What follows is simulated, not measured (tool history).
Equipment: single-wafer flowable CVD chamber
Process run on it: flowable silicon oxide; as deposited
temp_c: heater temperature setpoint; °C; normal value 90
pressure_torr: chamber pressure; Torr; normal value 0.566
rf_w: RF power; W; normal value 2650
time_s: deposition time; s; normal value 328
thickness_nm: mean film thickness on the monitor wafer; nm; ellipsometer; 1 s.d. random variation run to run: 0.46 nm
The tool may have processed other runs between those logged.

| run | hour | temp_c | pressure_torr | rf_w | time_s | wafers since the last listed run | hours since the last thermocouple change | hours since the last RF generator calibration | hours since the last manometer calibration | hours since the showerhead was replaced | hours since the gauge calibration | read-back reference wafer on the same gauge, thickness_nm | thickness_nm |
|---|---|---|---|---|---|---|---|---|---|---|---|---|---|
| 1 | 0 | 90 | 0.566 | 2650 | 328 | 0 | 1449.3 | 770.8 | 825.4 | 5756.8 | 212.9 | 169.993 | 197.188 |
| 2 | 32.7 | 90 | 0.566 | 2650 | 328 | 223 | 1482 | 803.5 | 858.1 | 5789.5 | 245.6 | 169.911 | 197.02 |
| 3 | 47.9 | 90 | 0.566 | 2650 | 328 | 103 | 1497.2 | 818.7 | 873.3 | 5804.7 | 260.8 | 169.92 | 196.384 |
| 4 | 82.9 | 90 | 0.566 | 2650 | 328 | 239 | 1532.2 | 853.7 | 908.3 | 5839.7 | 295.8 | 169.87 | 196.752 |
| 5 | 112.2 | 90 | 0.566 | 2900 | 328 | 200 | 1561.5 | 883 | 937.6 | 5869 | 325.1 | 170.002 | 198.315 |
|  | 144.8 | thermocouple changed; heater temperature recalibrated |
| 6 | 145.3 | 90 | 0.566 | 2900 | 328 | 171 | 0.5 | 916.1 | 970.7 | 5902.1 | 358.2 | 170.007 | 209.809 |
| 7 | 163.8 | 90 | 0.566 | 2650 | 328 | 126 | 19 | 934.6 | 989.2 | 5920.6 | 376.7 | 169.872 | 208.174 |
| 8 | 191.3 | 90 | 0.566 | 2650 | 328 | 187 | 46.5 | 962.1 | 1016.7 | 5948.1 | 404.2 | 170.128 | 208.251 |
|  | 205.3 | showerhead replaced |
| 9 | 213.6 | 90 | 0.566 | 2650 | 328 | 97 | 68.8 | 984.4 | 1039 | 8.3 | 426.5 | 169.932 | 208.051 |
| 10 | 230.7 | 90 | 0.566 | 2650 | 328 | 116 | 85.9 | 1001.5 | 1056.1 | 25.4 | 443.6 | 170.095 | 209.171 |
| 11 | 256.4 | 90 | 0.494 | 2650 | 372 | 175 | 111.6 | 1027.2 | 1081.8 | 51.1 | 469.3 | 170.074 | 205.974 |
| 12 | 270.6 | 79 | 0.433 | 2650 | 328 | 97 | 125.8 | 1041.4 | 1096 | 65.3 | 483.5 | 170.12 | 214.94 |
|  | 296.7 | RF generator calibrated |
| 13 | 297.2 | 84 | 0.566 | 2905 | 328 | 127 | 152.4 | 0.5 | 1122.6 | 91.9 | 510.1 | 169.816 | 245.439 |
| 14 | 311.4 | 97 | 0.566 | 2650 | 328 | 97 | 166.6 | 14.7 | 1136.8 | 106.1 | 524.3 | 170.029 | 167.857 |
|  | 312.8 | gauge calibrated |
|  | 332.9 | capacitance manometer re-zeroed and calibrated |
| 15 | 333.4 | 90 | 0.434 | 3015 | 328 | 95 | 188.6 | 36.7 | 0.5 | 128.1 | 20.6 | 169.873 | 161.179 |
| 16 | 365.3 | 90 | 0.566 | 2650 | 328 | 218 | 220.5 | 68.6 | 32.4 | 160 | 52.5 | 169.979 | 206.153 |
| 17 | 378.5 | 79 | 0.566 | 2650 | 328 | 90 | 233.7 | 81.8 | 45.6 | 173.2 | 65.7 | 170.006 | 277.204 |
| 18 | 414 | 90 | 0.566 | 2650 | 328 | 242 | 269.2 | 117.3 | 81.1 | 208.7 | 101.2 | 169.997 | 206.485 |
| 19 | 447.5 | 90 | 0.516 | 2395 | 375 | 228 | 302.7 | 150.8 | 114.6 | 242.2 | 134.7 | 169.882 | 212.469 |
| 20 | 475.7 | 90 | 0.7 | 2395 | 328 | 192 | 330.9 | 179 | 142.8 | 270.4 | 162.9 | 169.92 | 251.768 |

Below are 4 alternative next runs, each starting from the tool's condition after run 20. Predict each:
| A | 476.2 | 90 | 0.566 | 2650 | 328 | 3 | 331.4 | 179.5 | 143.3 | 270.9 | 163.4 | ? | ? |
| B | 476.2 | 101 | 0.566 | 2985 | 328 | 3 | 331.4 | 179.5 | 143.3 | 270.9 | 163.4 | ? | ? |
| C | 476.2 | 95 | 0.655 | 2330 | 328 | 3 | 331.4 | 179.5 | 143.3 | 270.9 | 163.4 | ? | ? |
| D | 476.2 | 90 | 0.622 | 2650 | 328 | 3 | 331.4 | 179.5 | 143.3 | 270.9 | 163.4 | ? | ? |

| run | read-back reference wafer on the same gauge, thickness_nm | thickness_nm |
|---|---|---|
| A | 170.013 | 206.202 |
| B | 170.013 | 150.111 |
| C | 170.013 | 202.647 |
| D | 170.013 | 226.897 |
Take away the tool's hidden state, keep each run's random variation, and the runs would have read:
| run | thickness_nm |
|---|---|
| A | 210.619 |
| B | 153.304 |
| C | 206.881 |
| D | 231.757 |
